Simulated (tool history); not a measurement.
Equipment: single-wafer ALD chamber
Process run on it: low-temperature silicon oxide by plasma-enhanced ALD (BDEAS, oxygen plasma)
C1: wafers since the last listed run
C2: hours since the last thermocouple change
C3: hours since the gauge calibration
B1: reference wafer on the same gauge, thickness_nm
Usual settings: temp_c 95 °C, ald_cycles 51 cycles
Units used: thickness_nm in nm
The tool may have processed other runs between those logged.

{"run": 1, "hour": 0.0, "temp_c": 95, "ald_cycles": 51, "C1": 0, "C2": 731.3, "C3": 407.1, "B1": 7.278, "thickness_nm": 8.189}
{"run": 2, "hour": 65.1, "temp_c": 95, "ald_cycles": 51, "C1": 506, "C2": 796.4, "C3": 472.2, "B1": 7.281, "thickness_nm": 8.161}
{"run": 3, "hour": 137.0, "temp_c": 100, "ald_cycles": 51, "C1": 559, "C2": 868.3, "C3": 544.1, "B1": 7.284, "thickness_nm": 7.977}
{"run": 4, "hour": 171.6, "temp_c": 95, "ald_cycles": 51, "C1": 269, "C2": 902.9, "C3": 578.7, "B1": 7.284, "thickness_nm": 8.133}
{"run": 5, "hour": 204.7, "temp_c": 95, "ald_cycles": 51, "C1": 257, "C2": 936.0, "C3": 611.8, "B1": 7.276, "thickness_nm": 8.159}
{"run": 6, "hour": 265.1, "temp_c": 95, "ald_cycles": 51, "C1": 469, "C2": 996.4, "C3": 672.2, "B1": 7.276, "thickness_nm": 8.167}
{"run": 7, "hour": 289.8, "temp_c": 95, "ald_cycles": 51, "C1": 192, "C2": 1021.1, "C3": 696.9, "B1": 7.282, "thickness_nm": 8.165}
{"run": 8, "hour": 323.6, "temp_c": 95, "ald_cycles": 51, "C1": 262, "C2": 1054.9, "C3": 730.7, "B1": 7.284, "thickness_nm": 8.122}
{"run": 9, "hour": 390.9, "temp_c": 95, "ald_cycles": 51, "C1": 523, "C2": 1122.2, "C3": 798.0, "B1": 7.284, "thickness_nm": 8.142}
{"run": 10, "hour": 445.0, "temp_c": 95, "ald_cycles": 51, "C1": 420, "C2": 1176.3, "C3": 852.1, "B1": 7.279, "thickness_nm": 8.148}
{"run": 11, "hour": 503.5, "temp_c": 95, "ald_cycles": 51, "C1": 455, "C2": 1234.8, "C3": 910.6, "B1": 7.279, "thickness_nm": 8.059}
{"run": 12, "hour": 571.8, "temp_c": 101, "ald_cycles": 47, "C1": 531, "C2": 1303.1, "C3": 978.9, "B1": 7.281, "thickness_nm": 7.395}
{"run": 13, "hour": 617.8, "temp_c": 101, "ald_cycles": 47, "C1": 357, "C2": 1349.1, "C3": 1024.9, "B1": 7.276, "thickness_nm": 7.362}
{"run": 14, "hour": 687.8, "temp_c": 95, "ald_cycles": 51, "C1": 544, "C2": 1419.1, "C3": 1094.9, "B1": 7.29, "thickness_nm": 8.047}
{"run": 15, "hour": 732.2, "temp_c": 95, "ald_cycles": 51, "C1": 345, "C2": 1463.5, "C3": 1139.3, "B1": 7.283, "thickness_nm": 8.045}
{"run": 16, "hour": 757.3, "temp_c": 95, "ald_cycles": 51, "C1": 195, "C2": 1488.6, "C3": 1164.4, "B1": 7.282, "thickness_nm": 8.074}
{"run": 17, "hour": 795.0, "temp_c": 95, "ald_cycles": 44, "C1": 293, "C2": 1526.3, "C3": 1202.1, "B1": 7.288, "thickness_nm": 6.989}
{"run": 18, "hour": 842.0, "temp_c": 101, "ald_cycles": 48, "C1": 365, "C2": 1573.3, "C3": 1249.1, "B1": 7.279, "thickness_nm": 7.507}
{"run": 19, "hour": 882.3, "temp_c": 82, "ald_cycles": 59, "C1": 313, "C2": 1613.6, "C3": 1289.4, "B1": 7.279, "thickness_nm": 9.713}
{"run": 20, "hour": 935.4, "temp_c": 110, "ald_cycles": 48, "C1": 413, "C2": 1666.7, "C3": 1342.5, "B1": 7.287, "thickness_nm": 7.389}
{"run": 21, "hour": 985.4, "temp_c": 81, "ald_cycles": 59, "C1": 389, "C2": 1716.7, "C3": 1392.5, "B1": 7.278, "thickness_nm": 9.743}
{"run": 22, "hour": 1051.9, "temp_c": 88, "ald_cycles": 42, "C1": 517, "C2": 1783.2, "C3": 1459.0, "B1": 7.284, "thickness_nm": 6.739}
{"hour": 1055.8, "done": "gauge calibrated"}
{"run": 23, "hour": 1119.1, "temp_c": 99, "ald_cycles": 54, "C1": 522, "C2": 1850.4, "C3": 63.3, "B1": 7.279, "thickness_nm": 8.44}
{"run": 24, "hour": 1163.6, "temp_c": 99, "ald_cycles": 58, "C1": 346, "C2": 1894.9, "C3": 107.8, "B1": 7.278, "thickness_nm": 9.063}
{"run": 25, "hour": 1217.5, "temp_c": 82, "ald_cycles": 51, "C1": 419, "C2": 1948.8, "C3": 161.7, "B1": 7.286, "thickness_nm": 8.358}
{"run": 26, "hour": 1250.9, "temp_c": 95, "ald_cycles": 51, "C1": 259, "C2": 1982.2, "C3": 195.1, "B1": 7.281, "thickness_nm": 7.988}
{"hour": 1284.4, "done": "thermocouple changed; heater temperature recalibrated"}
{"run": 27, "hour": 1320.6, "temp_c": 108, "ald_cycles": 46, "C1": 480, "C2": 36.2, "C3": 264.8, "B1": 7.283, "thickness_nm": 7.162}
{"run": 28, "hour": 1377.4, "temp_c": 95, "ald_cycles": 51, "C1": 441, "C2": 93.0, "C3": 321.6, "B1": 7.282, "thickness_nm": 8.226}

Run 29 is up next; what results do you expect?
{"run": 29, "hour": 1402.5, "temp_c": 99, "ald_cycles": 56, "C1": 195, "C2": 118.1, "C3": 346.7, "B1": "?", "thickness_nm": "?"}

{"run 29": {"B1": 7.282, "thickness_nm": 8.821}}
If the tool had no hidden condition, the same run with the same run-to-run variation would have returned thickness_nm 8.831 nm.
